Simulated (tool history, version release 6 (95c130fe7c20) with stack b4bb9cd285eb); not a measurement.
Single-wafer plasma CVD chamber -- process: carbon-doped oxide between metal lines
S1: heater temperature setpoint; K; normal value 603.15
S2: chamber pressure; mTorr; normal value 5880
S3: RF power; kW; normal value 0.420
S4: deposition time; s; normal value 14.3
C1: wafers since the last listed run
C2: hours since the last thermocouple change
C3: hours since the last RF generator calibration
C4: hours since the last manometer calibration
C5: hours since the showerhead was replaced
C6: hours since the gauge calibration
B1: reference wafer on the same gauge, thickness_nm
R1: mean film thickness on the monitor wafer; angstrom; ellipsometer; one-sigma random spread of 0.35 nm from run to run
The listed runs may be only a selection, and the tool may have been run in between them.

run   hour      S1    S2     S3    S4    C1      C2      C3      C4      C5     C6      B1      R1
  1    0.0  603.15  5880  0.420  14.3     0  1205.1  2401.6  1409.6  4009.6   44.5  64.938  727.70
  2   50.3  603.15  5880  0.420  14.3  1892  1255.4  2451.9  1459.9  4059.9   94.8  64.980  721.37
  3   60.3  603.15  5880  0.420  14.3   376  1265.4  2461.9  1469.9  4069.9  104.8  64.958  724.90
  4   67.7  603.15  5880  0.480  14.3   278  1272.8  2469.3  1477.3  4077.3  112.2  65.019  781.66
      83.6  -- gauge calibrated
  5   84.7  603.15  5880  0.420  15.1   639  1289.8  2486.3  1494.3  4094.3    1.1  65.014  765.77
  6   92.6  603.15  6820  0.420  14.3   297  1297.7  2494.2  1502.2  4102.2    9.0  64.973  735.91
  7   98.8  603.15  6820  0.420  14.3   233  1303.9  2500.4  1508.4  4108.4   15.2  64.942  735.00
     109.2  -- thermocouple changed; heater temperature recalibrated
  8  113.1  603.15  6820  0.420  14.3   236     3.9  2514.7  1522.7  4122.7   29.5  64.983  732.58
  9  120.0  614.15  6260  0.455  14.3   259    10.8  2521.6  1529.6  4129.6   36.4  65.027  739.34
 10  130.4  618.15  7320  0.400  12.4   391    21.2  2532.0  1540.0  4140.0   46.8  65.011  597.45
     144.2  -- capacitance manometer re-zeroed and calibrated
     151.8  -- RF generator calibrated
 11  152.3  603.15  5880  0.420  13.4   236    43.1     0.5     8.1  4161.9   68.7  65.014  678.85
 12  162.0  616.15  5880  0.490  14.3   364    52.8    10.2    17.8  4171.6   78.4  64.996  764.94
     170.2  -- showerhead replaced
 13  170.9  603.15  6820  0.420  14.3    33    61.7    19.1    26.7     0.7   87.3  65.004  727.24
 14  179.6  603.15  4560  0.420  15.7   327    70.4    27.8    35.4     9.4   96.0  65.001  765.88
 15  197.2  603.15  6820  0.420  14.3   662    88.0    45.4    53.0    27.0  113.6  65.020  732.80
 16  213.1  603.15  5880  0.450  14.3   598   103.9    61.3    68.9    42.9  129.5  65.030  757.83

Each row is a separate what-if for the run after 16, all from the same tool condition, not one after another. Results?
  A  213.5  603.15  5880  0.420  14.3  15  104.3  61.7  69.3  43.3  129.9   ?   ?
  B  213.5  603.15  4490  0.420  11.8  15  104.3  61.7  69.3  43.3  129.9   ?   ?
  C  213.5  603.15  4610  0.455  14.3  15  104.3  61.7  69.3  43.3  129.9   ?   ?

run      B1      R1
  A  64.998  718.77
  B  64.998  573.47
  C  64.998  731.81
Take away the tool's hidden state, keep each run's random variation, and the runs would have read:
run      R1
  A  718.77
  B  573.47
  C  731.81
